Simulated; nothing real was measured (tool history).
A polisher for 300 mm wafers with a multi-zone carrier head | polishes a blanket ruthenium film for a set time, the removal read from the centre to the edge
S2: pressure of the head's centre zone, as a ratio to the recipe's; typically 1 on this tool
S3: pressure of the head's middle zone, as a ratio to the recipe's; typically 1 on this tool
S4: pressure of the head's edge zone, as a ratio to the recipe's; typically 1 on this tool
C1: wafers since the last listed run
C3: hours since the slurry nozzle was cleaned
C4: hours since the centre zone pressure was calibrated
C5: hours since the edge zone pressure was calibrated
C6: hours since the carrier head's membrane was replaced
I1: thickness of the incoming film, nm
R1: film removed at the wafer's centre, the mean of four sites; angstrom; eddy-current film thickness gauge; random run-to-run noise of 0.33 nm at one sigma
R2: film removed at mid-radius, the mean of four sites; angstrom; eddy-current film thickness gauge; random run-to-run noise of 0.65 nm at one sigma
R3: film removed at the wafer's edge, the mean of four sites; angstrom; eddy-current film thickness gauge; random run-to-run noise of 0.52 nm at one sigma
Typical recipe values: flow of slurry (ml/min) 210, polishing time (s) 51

{"run": 1, "hour": 0.0, "flow of slurry (ml/min)": 210, "S2": 1, "S3": 1, "S4": 0.89, "polishing time (s)": 39, "C1": 0, "wafers polished on this pad": 1347, "C3": 177.7, "C4": 34.7, "C5": 1446.5, "C6": 154.6, "I1": 525.5, "R1": 382, "R2": 392, "R3": 360}
{"run": 2, "hour": 12.8, "flow of slurry (ml/min)": 210, "S2": 1, "S3": 1, "S4": 1, "polishing time (s)": 36, "C1": 171, "wafers polished on this pad": 1518, "C3": 190.5, "C4": 47.5, "C5": 1459.3, "C6": 167.4, "I1": 518.8, "R1": 355, "R2": 362, "R3": 340}
{"run": 3, "hour": 30.7, "flow of slurry (ml/min)": 275, "S2": 1, "S3": 1, "S4": 1, "polishing time (s)": 65, "C1": 239, "wafers polished on this pad": 1758, "C3": 208.4, "C4": 65.4, "C5": 1477.2, "C6": 185.3, "I1": 517.5, "R1": 664, "R2": 668, "R3": 647}
{"hour": 59.4, "done": "edge zone pressure recalibrated"}
{"run": 4, "hour": 59.9, "flow of slurry (ml/min)": 210, "S2": 1.08, "S3": 1, "S4": 1, "polishing time (s)": 37, "C1": 364, "wafers polished on this pad": 2123, "C3": 237.6, "C4": 94.6, "C5": 0.5, "C6": 214.5, "I1": 524, "R1": 390, "R2": 372, "R3": 354}
{"run": 5, "hour": 85.3, "flow of slurry (ml/min)": 210, "S2": 0.95, "S3": 1, "S4": 1, "polishing time (s)": 51, "C1": 340, "wafers polished on this pad": 2463, "C3": 263, "C4": 120, "C5": 25.9, "C6": 239.9, "I1": 520.9, "R1": 471, "R2": 507, "R3": 485}
{"run": 6, "hour": 115.5, "flow of slurry (ml/min)": 210, "S2": 1, "S3": 1, "S4": 1, "polishing time (s)": 39, "C1": 404, "wafers polished on this pad": 2868, "C3": 293.2, "C4": 150.2, "C5": 56.1, "C6": 270.1, "I1": 519.1, "R1": 371, "R2": 376, "R3": 372}
{"run": 7, "hour": 130.4, "flow of slurry (ml/min)": 210, "S2": 1, "S3": 1, "S4": 1.05, "polishing time (s)": 51, "C1": 199, "wafers polished on this pad": 3068, "C3": 308.1, "C4": 165.1, "C5": 71, "C6": 285, "I1": 522.3, "R1": 490, "R2": 482, "R3": 496}
{"run": 8, "hour": 142.9, "flow of slurry (ml/min)": 210, "S2": 1, "S3": 1, "S4": 0.96, "polishing time (s)": 51, "C1": 167, "wafers polished on this pad": 3236, "C3": 320.6, "C4": 177.6, "C5": 83.5, "C6": 297.5, "I1": 520.7, "R1": 485, "R2": 483, "R3": 475}
{"run": 9, "hour": 166.3, "flow of slurry (ml/min)": 210, "S2": 1, "S3": 1, "S4": 1, "polishing time (s)": 51, "C1": 313, "wafers polished on this pad": 3549, "C3": 344, "C4": 201, "C5": 106.9, "C6": 320.9, "I1": 514, "R1": 488, "R2": 485, "R3": 477}
{"hour": 170.9, "done": "worn pad replaced by a new one"}
{"run": 10, "hour": 198.0, "flow of slurry (ml/min)": 210, "S2": 1, "S3": 1, "S4": 1, "polishing time (s)": 35, "C1": 371, "wafers polished on this pad": 363, "C3": 375.7, "C4": 232.7, "C5": 138.6, "C6": 352.6, "I1": 514.6, "R1": 346, "R2": 359, "R3": 342}
{"run": 11, "hour": 218.6, "flow of slurry (ml/min)": 210, "S2": 1, "S3": 1, "S4": 1, "polishing time (s)": 51, "C1": 276, "wafers polished on this pad": 639, "C3": 396.3, "C4": 253.3, "C5": 159.2, "C6": 373.2, "I1": 515.9, "R1": 508, "R2": 510, "R3": 504}
{"run": 12, "hour": 250.3, "flow of slurry (ml/min)": 260, "S2": 1, "S3": 1, "S4": 1.1, "polishing time (s)": 38, "C1": 424, "wafers polished on this pad": 1064, "C3": 428, "C4": 285, "C5": 190.9, "C6": 404.9, "I1": 517.4, "R1": 388, "R2": 388, "R3": 392}
{"run": 13, "hour": 276.9, "flow of slurry (ml/min)": 210, "S2": 1, "S3": 1, "S4": 1.05, "polishing time (s)": 51, "C1": 356, "wafers polished on this pad": 1421, "C3": 454.6, "C4": 311.6, "C5": 217.5, "C6": 431.5, "I1": 513.7, "R1": 502, "R2": 507, "R3": 505}
{"run": 14, "hour": 289.3, "flow of slurry (ml/min)": 210, "S2": 1, "S3": 1, "S4": 1, "polishing time (s)": 44, "C1": 166, "wafers polished on this pad": 1587, "C3": 467, "C4": 324, "C5": 229.9, "C6": 443.9, "I1": 517, "R1": 434, "R2": 436, "R3": 428}
{"run": 15, "hour": 321.6, "flow of slurry (ml/min)": 230, "S2": 0.93, "S3": 1, "S4": 1, "polishing time (s)": 38, "C1": 433, "wafers polished on this pad": 2020, "C3": 499.3, "C4": 356.3, "C5": 262.2, "C6": 476.2, "I1": 514.9, "R1": 350, "R2": 386, "R3": 372}
{"run": 16, "hour": 355.5, "flow of slurry (ml/min)": 210, "S2": 1.11, "S3": 1.06, "S4": 1, "polishing time (s)": 51, "C1": 454, "wafers polished on this pad": 2475, "C3": 533.2, "C4": 390.2, "C5": 296.1, "C6": 510.1, "I1": 517.8, "R1": 552, "R2": 529, "R3": 479}
{"run": 17, "hour": 369.8, "flow of slurry (ml/min)": 210, "S2": 0.94, "S3": 1, "S4": 1, "polishing time (s)": 44, "C1": 191, "wafers polished on this pad": 2666, "C3": 547.5, "C4": 404.5, "C5": 310.4, "C6": 524.4, "I1": 511.6, "R1": 400, "R2": 430, "R3": 422}
{"run": 18, "hour": 405.4, "flow of slurry (ml/min)": 255, "S2": 1, "S3": 1.09, "S4": 0.92, "polishing time (s)": 51, "C1": 477, "wafers polished on this pad": 3144, "C3": 583.1, "C4": 440.1, "C5": 346, "C6": 560, "I1": 522.6, "R1": 495, "R2": 556, "R3": 475}
{"run": 19, "hour": 424.7, "flow of slurry (ml/min)": 255, "S2": 1, "S3": 0.95, "S4": 0.93, "polishing time (s)": 51, "C1": 258, "wafers polished on this pad": 3402, "C3": 602.4, "C4": 459.4, "C5": 365.3, "C6": 579.3, "I1": 529.1, "R1": 496, "R2": 489, "R3": 474}
{"hour": 435.5, "done": "worn pad replaced by a new one"}
{"run": 20, "hour": 510.5, "flow of slurry (ml/min)": 210, "S2": 0.93, "S3": 1.11, "S4": 1, "polishing time (s)": 59, "C1": 1096, "wafers polished on this pad": 1005, "C3": 688.2, "C4": 545.2, "C5": 451.1, "C6": 665.1, "I1": 520.7, "R1": 542, "R2": 657, "R3": 577}
{"run": 21, "hour": 524.4, "flow of slurry (ml/min)": 210, "S2": 1, "S3": 1, "S4": 0.9, "polishing time (s)": 51, "C1": 186, "wafers polished on this pad": 1192, "C3": 702.1, "C4": 559.1, "C5": 465, "C6": 679, "I1": 517.9, "R1": 508, "R2": 515, "R3": 481}
{"run": 22, "hour": 559.6, "flow of slurry (ml/min)": 210, "S2": 1, "S3": 1, "S4": 1, "polishing time (s)": 51, "C1": 471, "wafers polished on this pad": 1663, "C3": 737.3, "C4": 594.3, "C5": 500.2, "C6": 714.2, "I1": 519.8, "R1": 505, "R2": 504, "R3": 498}
{"run": 23, "hour": 579.5, "flow of slurry (ml/min)": 165, "S2": 0.93, "S3": 1, "S4": 0.96, "polishing time (s)": 51, "C1": 266, "wafers polished on this pad": 1930, "C3": 757.2, "C4": 614.2, "C5": 520.1, "C6": 734.1, "I1": 518, "R1": 447, "R2": 488, "R3": 473}

Consider 4 possible next runs. They are alternatives, not a sequence: every one starts from the tool as it was left by run 23. What does each give?
{"run": "A", "hour": 579.9, "flow of slurry (ml/min)": 210, "S2": 1, "S3": 1, "S4": 1, "polishing time (s)": 38, "C1": 5, "wafers polished on this pad": 1936, "C3": 757.6, "C4": 614.6, "C5": 520.5, "C6": 734.5, "I1": 511.3, "R1": "?", "R2": "?", "R3": "?"}
{"run": "B", "hour": 579.9, "flow of slurry (ml/min)": 210, "S2": 1.04, "S3": 1, "S4": 0.9, "polishing time (s)": 51, "C1": 5, "wafers polished on this pad": 1936, "C3": 757.6, "C4": 614.6, "C5": 520.5, "C6": 734.5, "I1": 511.3, "R1": "?", "R2": "?", "R3": "?"}
{"run": "C", "hour": 579.9, "flow of slurry (ml/min)": 210, "S2": 1, "S3": 1.11, "S4": 1, "polishing time (s)": 51, "C1": 5, "wafers polished on this pad": 1936, "C3": 757.6, "C4": 614.6, "C5": 520.5, "C6": 734.5, "I1": 511.3, "R1": "?", "R2": "?", "R3": "?"}
{"run": "D", "hour": 579.9, "flow of slurry (ml/min)": 190, "S2": 0.91, "S3": 1, "S4": 1, "polishing time (s)": 51, "C1": 5, "wafers polished on this pad": 1936, "C3": 757.6, "C4": 614.6, "C5": 520.5, "C6": 734.5, "I1": 511.3, "R1": "?", "R2": "?", "R3": "?"}

run=A R1=373 R2=374 R3=367
run=B R1=521 R2=502 R3=473
run=C R1=501 R2=548 R3=492
run=D R1=447 R2=494 R3=487
With no hidden state in the tool, these same runs would have given:
run=A R1=379 R2=380 R3=373
run=B R1=530 R2=510 R3=480
run=C R1=510 R2=557 R3=500
run=D R1=455 R2=502 R3=495
